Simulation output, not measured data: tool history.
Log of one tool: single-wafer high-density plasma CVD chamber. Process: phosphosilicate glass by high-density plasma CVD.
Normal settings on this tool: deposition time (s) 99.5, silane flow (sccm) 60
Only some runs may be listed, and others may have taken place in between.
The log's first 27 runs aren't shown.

run     day  deposition time (s)  silane flow (sccm)  read-back reference wafer on the same gauge, thickness_nm  mean film thickness on the monitor wafer (Å)
 28  58.575                 99.5                  60                                                    520.025                                       6291.54
 29  60.608                105.5                  66                                                    519.789                                       7371.13
 30  62.492                 99.5                  51                                                    519.509                                       5313.47
     63.292  -- silane flow controller replaced
 31  63.975                112.4                  50                                                    519.930                                       5732.94
 32  65.671                111.0                  49                                                    519.621                                       5575.07
 33  67.162                110.8                  70                                                    520.036                                       7894.57
 34  68.621                 99.5                  60                                                    519.983                                       6128.83
 35  70.117                 85.7                  58                                                    518.933                                       5099.78
 36  72.096                112.3                  70                                                    519.594                                       8083.58
 37  73.988                 93.5                  52                                                    519.770                                       4980.43
 38  75.558                 99.5                  55                                                    519.975                                       5612.69
 39  77.312                 99.5                  63                                                    520.543                                       6399.57
 40  80.112                104.6                  60                                                    520.070                                       6460.49
 41  81.429                 90.9                  50                                                    519.974                                       4621.22
 42  84.233                 99.5                  69                                                    519.281                                       7010.27
 43  85.542                107.0                  60                                                    520.402                                       6602.29
 44  86.667                116.3                  64                                                    519.944                                       7629.37
 45  87.912                 92.0                  50                                                    519.789                                       4693.69
 46  89.458                112.0                  71                                                    519.762                                       8141.19

Here are 4 independent what-if runs from the current tool condition. What would each one return?
  A  89.475                 99.5                  65                                                          ?                                             ?
  B  89.475                 91.4                  51                                                          ?                                             ?
  C  89.475                107.8                  50                                                          ?                                             ?
  D  89.475                115.2                  60                                                          ?                                             ?

run  read-back reference wafer on the same gauge, thickness_nm  mean film thickness on the monitor wafer (Å)
  A                                                    520.327                                       6636.59
  B                                                    520.327                                       4783.27
  C                                                    520.327                                       5530.92
  D                                                    520.327                                       7092.72
With no hidden state in the tool, these same runs would have given:
run  mean film thickness on the monitor wafer (Å)
  A                                       6618.19
  B                                       4770.01
  C                                       5515.58
  D                                       7073.04
